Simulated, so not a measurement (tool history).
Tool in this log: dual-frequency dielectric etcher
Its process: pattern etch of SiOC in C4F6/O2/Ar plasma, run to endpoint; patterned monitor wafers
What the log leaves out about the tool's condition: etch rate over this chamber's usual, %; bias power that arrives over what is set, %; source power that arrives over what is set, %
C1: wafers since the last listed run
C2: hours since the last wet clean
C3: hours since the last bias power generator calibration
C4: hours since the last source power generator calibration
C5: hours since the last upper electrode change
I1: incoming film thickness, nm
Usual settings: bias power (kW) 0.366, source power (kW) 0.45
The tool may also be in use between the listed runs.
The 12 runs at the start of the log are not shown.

-- hour=206.9 wet clean of the chamber
run 13 hour=207.4 | bias_power_(kW)=0.366 source_power_(kW)=0.45 | C1=196 C2=0.5 C3=97.9 C4=2450.5 C5=101.1 | I1=52 | endpoint_time_(s)=19.6
run 14 hour=207.7 | bias_power_(kW)=0.366 source_power_(kW)=0.45 | C1=4 C2=0.8 C3=98.2 C4=2450.8 C5=101.4 | I1=51.6 | endpoint_time_(s)=19.6
run 15 hour=217 | bias_power_(kW)=0.394 source_power_(kW)=0.49 | C1=141 C2=10.1 C3=107.5 C4=2460.1 C5=110.7 | I1=51.7 | endpoint_time_(s)=18.1
run 16 hour=223 | bias_power_(kW)=0.312 source_power_(kW)=0.34 | C1=91 C2=16.1 C3=113.5 C4=2466.1 C5=116.7 | I1=51.8 | endpoint_time_(s)=23.3
run 17 hour=232.6 | bias_power_(kW)=0.415 source_power_(kW)=0.55 | C1=146 C2=25.7 C3=123.1 C4=2475.7 C5=126.3 | I1=52.1 | endpoint_time_(s)=17.4
run 18 hour=242.4 | bias_power_(kW)=0.366 source_power_(kW)=0.45 | C1=149 C2=35.5 C3=132.9 C4=2485.5 C5=136.1 | I1=51.3 | endpoint_time_(s)=19.5
run 19 hour=256.3 | bias_power_(kW)=0.277 source_power_(kW)=0.39 | C1=211 C2=49.4 C3=146.8 C4=2499.4 C5=150 | I1=51.3 | endpoint_time_(s)=22.2
run 20 hour=274 | bias_power_(kW)=0.366 source_power_(kW)=0.45 | C1=269 C2=67.1 C3=164.5 C4=2517.1 C5=167.7 | I1=52.1 | endpoint_time_(s)=19.7
run 21 hour=286.6 | bias_power_(kW)=0.327 source_power_(kW)=0.55 | C1=192 C2=79.7 C3=177.1 C4=2529.7 C5=180.3 | I1=51.2 | endpoint_time_(s)=18.2
run 22 hour=328.9 | bias_power_(kW)=0.29 source_power_(kW)=0.36 | C1=644 C2=122 C3=219.4 C4=2572 C5=222.6 | I1=52 | endpoint_time_(s)=23.4
run 23 hour=339.2 | bias_power_(kW)=0.421 source_power_(kW)=0.53 | C1=157 C2=132.3 C3=229.7 C4=2582.3 C5=232.9 | I1=51.5 | endpoint_time_(s)=17.1
-- hour=344.2 source power generator calibrated
run 24 hour=346.7 | bias_power_(kW)=0.274 source_power_(kW)=0.45 | C1=53 C2=139.8 C3=237.2 C4=2.5 C5=240.4 | I1=51.8 | endpoint_time_(s)=21.1
run 25 hour=357 | bias_power_(kW)=0.453 source_power_(kW)=0.52 | C1=157 C2=150.1 C3=247.5 C4=12.8 C5=250.7 | I1=52.5 | endpoint_time_(s)=17.4
run 26 hour=369.9 | bias_power_(kW)=0.366 source_power_(kW)=0.53 | C1=196 C2=163 C3=260.4 C4=25.7 C5=263.6 | I1=51.6 | endpoint_time_(s)=17.8
run 27 hour=384.4 | bias_power_(kW)=0.333 source_power_(kW)=0.36 | C1=221 C2=177.5 C3=274.9 C4=40.2 C5=278.1 | I1=51.2 | endpoint_time_(s)=21.9
run 28 hour=401.9 | bias_power_(kW)=0.446 source_power_(kW)=0.45 | C1=266 C2=195 C3=292.4 C4=57.7 C5=295.6 | I1=52.1 | endpoint_time_(s)=18.4
run 29 hour=416 | bias_power_(kW)=0.366 source_power_(kW)=0.45 | C1=214 C2=209.1 C3=306.5 C4=71.8 C5=309.7 | I1=51.6 | endpoint_time_(s)=19.7
run 30 hour=431.1 | bias_power_(kW)=0.391 source_power_(kW)=0.55 | C1=230 C2=224.2 C3=321.6 C4=86.9 C5=324.8 | I1=51.5 | endpoint_time_(s)=17.5
run 31 hour=441.4 | bias_power_(kW)=0.366 source_power_(kW)=0.45 | C1=157 C2=234.5 C3=331.9 C4=97.2 C5=335.1 | I1=52.2 | endpoint_time_(s)=19.8
run 32 hour=457.8 | bias_power_(kW)=0.366 source_power_(kW)=0.45 | C1=250 C2=250.9 C3=348.3 C4=113.6 C5=351.5 | I1=51.1 | endpoint_time_(s)=19
run 33 hour=473.1 | bias_power_(kW)=0.439 source_power_(kW)=0.52 | C1=233 C2=266.2 C3=363.6 C4=128.9 C5=366.8 | I1=51.7 | endpoint_time_(s)=17.4
run 34 hour=494.4 | bias_power_(kW)=0.413 source_power_(kW)=0.34 | C1=324 C2=287.5 C3=384.9 C4=150.2 C5=388.1 | I1=51.6 | endpoint_time_(s)=21.5
run 35 hour=501.1 | bias_power_(kW)=0.319 source_power_(kW)=0.35 | C1=102 C2=294.2 C3=391.6 C4=156.9 C5=394.8 | I1=52 | endpoint_time_(s)=22.7
run 36 hour=517 | bias_power_(kW)=0.321 source_power_(kW)=0.4 | C1=242 C2=310.1 C3=407.5 C4=172.8 C5=410.7 | I1=51.8 | endpoint_time_(s)=21.2

Predict each of these 4 candidate next runs independently; none follows another, all start after run 36:
run A hour=517.4 | bias_power_(kW)=0.366 source_power_(kW)=0.55 | C1=6 C2=310.5 C3=407.9 C4=173.2 C5=411.1 | I1=51.3 | endpoint_time_(s)=?
run B hour=517.4 | bias_power_(kW)=0.449 source_power_(kW)=0.36 | C1=6 C2=310.5 C3=407.9 C4=173.2 C5=411.1 | I1=51.3 | endpoint_time_(s)=?
run C hour=517.4 | bias_power_(kW)=0.366 source_power_(kW)=0.54 | C1=6 C2=310.5 C3=407.9 C4=173.2 C5=411.1 | I1=51.3 | endpoint_time_(s)=?
run D hour=517.4 | bias_power_(kW)=0.294 source_power_(kW)=0.36 | C1=6 C2=310.5 C3=407.9 C4=173.2 C5=411.1 | I1=51.3 | endpoint_time_(s)=?

run=A endpoint_time_(s)=17.7
run=B endpoint_time_(s)=20.1
run=C endpoint_time_(s)=17.9
run=D endpoint_time_(s)=22.7
With no hidden state in the tool, these same runs would have given:
run=A endpoint_time_(s)=17.7
run=B endpoint_time_(s)=20.1
run=C endpoint_time_(s)=17.9
run=D endpoint_time_(s)=22.7
